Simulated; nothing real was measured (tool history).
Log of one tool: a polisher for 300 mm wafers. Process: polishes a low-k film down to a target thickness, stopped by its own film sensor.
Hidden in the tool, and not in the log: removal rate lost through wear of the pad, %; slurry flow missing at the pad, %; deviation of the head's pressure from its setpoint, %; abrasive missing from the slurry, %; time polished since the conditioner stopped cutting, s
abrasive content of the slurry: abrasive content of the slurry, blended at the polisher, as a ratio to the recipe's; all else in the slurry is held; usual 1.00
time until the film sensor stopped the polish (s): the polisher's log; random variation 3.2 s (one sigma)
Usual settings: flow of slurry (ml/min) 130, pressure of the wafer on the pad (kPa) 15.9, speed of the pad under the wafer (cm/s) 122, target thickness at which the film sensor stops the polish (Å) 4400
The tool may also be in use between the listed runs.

| run | hour | flow of slurry (ml/min) | pressure of the wafer on the pad (kPa) | speed of the pad under the wafer (cm/s) | abrasive content of the slurry | target thickness at which the film sensor stops the polish (Å) | wafers since the last listed run | wafers polished on this pad | hours since the slurry nozzle was cleaned | hours since the head pressure was calibrated | hours since the slurry blender was calibrated | hours since the conditioning disc was replaced | incoming thickness of the incoming film, nm | time until the film sensor stopped the polish (s) |
|---|---|---|---|---|---|---|---|---|---|---|---|---|---|---|
| 1 | 0.0 | 130 | 15.9 | 144 | 1.00 | 4400 | 0 | 1447 | 119.7 | 117.9 | 264.6 | 248.8 | 524.1 | 152.4 |
| 2 | 79.3 | 130 | 15.9 | 144 | 1.00 | 4400 | 770 | 2217 | 199.0 | 197.2 | 343.9 | 328.1 | 522.5 | 152.2 |
|  | 98.4 | conditioning disc replaced and pad reconditioned |
| 3 | 128.6 | 130 | 19.3 | 122 | 1.00 | 4400 | 459 | 2676 | 248.3 | 246.5 | 393.2 | 30.2 | 517.1 | 141.5 |
|  | 160.9 | slurry blender recalibrated |
|  | 213.8 | worn pad replaced by a new one |
| 4 | 214.3 | 130 | 19.3 | 122 | 1.00 | 4400 | 773 | 5 | 334.0 | 332.2 | 53.4 | 115.9 | 522.1 | 150.2 |
|  | 232.8 | slurry nozzle cleaned |
| 5 | 282.4 | 130 | 19.3 | 122 | 1.00 | 4400 | 651 | 656 | 49.6 | 400.3 | 121.5 | 184.0 | 515.8 | 135.8 |
| 6 | 332.8 | 130 | 15.9 | 122 | 1.00 | 4400 | 489 | 1146 | 100.0 | 450.7 | 171.9 | 234.4 | 511.8 | 143.9 |
| 7 | 396.4 | 130 | 15.9 | 122 | 1.00 | 4400 | 617 | 1763 | 163.6 | 514.3 | 235.5 | 298.0 | 516.1 | 161.0 |
|  | 424.7 | conditioning disc replaced and pad reconditioned |
| 8 | 493.8 | 130 | 15.9 | 122 | 1.00 | 4400 | 926 | 2690 | 261.0 | 611.7 | 332.9 | 69.1 | 524.4 | 183.5 |
|  | 549.7 | worn pad replaced by a new one |
|  | 552.6 | slurry blender recalibrated |
| 9 | 597.7 | 105 | 15.9 | 122 | 1.00 | 4400 | 950 | 446 | 364.9 | 715.6 | 45.1 | 173.0 | 521.2 | 181.8 |
| 10 | 636.0 | 105 | 15.9 | 122 | 1.00 | 4400 | 371 | 818 | 403.2 | 753.9 | 83.4 | 211.3 | 522.1 | 181.9 |
|  | 669.6 | slurry nozzle cleaned |
| 11 | 719.7 | 90 | 20.0 | 90 | 1.00 | 4400 | 803 | 1621 | 50.1 | 837.6 | 167.1 | 295.0 | 520.7 | 197.5 |
|  | 725.7 | conditioning disc replaced and pad reconditioned |
| 12 | 770.8 | 110 | 10.3 | 148 | 1.00 | 4400 | 476 | 2098 | 101.2 | 888.7 | 218.2 | 45.1 | 526.0 | 211.6 |
| 13 | 825.0 | 175 | 15.9 | 122 | 1.00 | 4400 | 526 | 2624 | 155.4 | 942.9 | 272.4 | 99.3 | 524.2 | 167.5 |
|  | 854.8 | worn pad replaced by a new one |
| 14 | 862.3 | 175 | 20.7 | 122 | 0.75 | 4400 | 323 | 72 | 192.7 | 980.2 | 309.7 | 136.6 | 515.5 | 138.6 |
| 15 | 927.1 | 130 | 15.9 | 102 | 1.20 | 4240 | 629 | 701 | 257.5 | 1045.0 | 374.5 | 201.4 | 517.7 | 207.2 |
|  | 966.3 | head pressure recalibrated |
|  | 976.2 | slurry blender recalibrated |
| 16 | 988.7 | 130 | 15.9 | 122 | 1.00 | 4400 | 559 | 1261 | 319.1 | 22.4 | 12.5 | 263.0 | 524.8 | 173.1 |
|  | 1036.1 | slurry nozzle cleaned |
|  | 1053.9 | conditioning disc replaced and pad reconditioned |
| 17 | 1069.8 | 170 | 20.7 | 122 | 1.15 | 4400 | 758 | 2019 | 33.7 | 103.5 | 93.6 | 15.9 | 510.2 | 110.0 |
| 18 | 1131.9 | 130 | 15.9 | 122 | 1.00 | 4400 | 603 | 2622 | 95.8 | 165.6 | 155.7 | 78.0 | 518.2 | 164.7 |
|  | 1207.8 | worn pad replaced by a new one |
|  | 1406.8 | slurry blender recalibrated |
| 19 | 1407.8 | 130 | 15.9 | 122 | 1.00 | 4400 | 2621 | 1922 | 371.7 | 441.5 | 1.0 | 353.9 | 522.6 | 175.3 |
|  | 1440.7 | conditioning disc replaced and pad reconditioned |
|  | 1463.2 | slurry nozzle cleaned |
| 20 | 1487.8 | 160 | 15.9 | 146 | 1.00 | 4400 | 747 | 2670 | 24.6 | 521.5 | 81.0 | 47.1 | 518.8 | 142.4 |
|  | 1605.4 | worn pad replaced by a new one |
|  | 1739.4 | conditioning disc replaced and pad reconditioned |
| 21 | 1754.3 | 115 | 15.9 | 84 | 1.00 | 4400 | 2529 | 1426 | 291.1 | 788.0 | 347.5 | 14.9 | 518.1 | 227.8 |

Forecast each of these 5 alternatives for the next run:
| A | 1754.8 | 130 | 15.9 | 86 | 1.00 | 4400 | 4 | 1431 | 291.6 | 788.5 | 348.0 | 15.4 | 521.4 | ? |
| B | 1754.8 | 110 | 15.9 | 122 | 1.00 | 4270 | 4 | 1431 | 291.6 | 788.5 | 348.0 | 15.4 | 521.4 | ? |
| C | 1754.8 | 130 | 12.4 | 86 | 1.25 | 4640 | 4 | 1431 | 291.6 | 788.5 | 348.0 | 15.4 | 521.4 | ? |
| D | 1754.8 | 155 | 15.9 | 122 | 1.00 | 4400 | 4 | 1431 | 291.6 | 788.5 | 348.0 | 15.4 | 521.4 | ? |
| E | 1754.8 | 130 | 11.0 | 122 | 1.00 | 4490 | 4 | 1431 | 291.6 | 788.5 | 348.0 | 15.4 | 521.4 | ? |

| run | time until the film sensor stopped the polish (s) |
|---|---|
| A | 231.9 |
| B | 211.2 |
| C | 177.3 |
| D | 169.6 |
| E | 199.2 |
Without the tool's hidden state the same runs would have given:
| run | time until the film sensor stopped the polish (s) |
|---|---|
| A | 231.9 |
| B | 211.2 |
| C | 177.3 |
| D | 169.6 |
| E | 199.2 |

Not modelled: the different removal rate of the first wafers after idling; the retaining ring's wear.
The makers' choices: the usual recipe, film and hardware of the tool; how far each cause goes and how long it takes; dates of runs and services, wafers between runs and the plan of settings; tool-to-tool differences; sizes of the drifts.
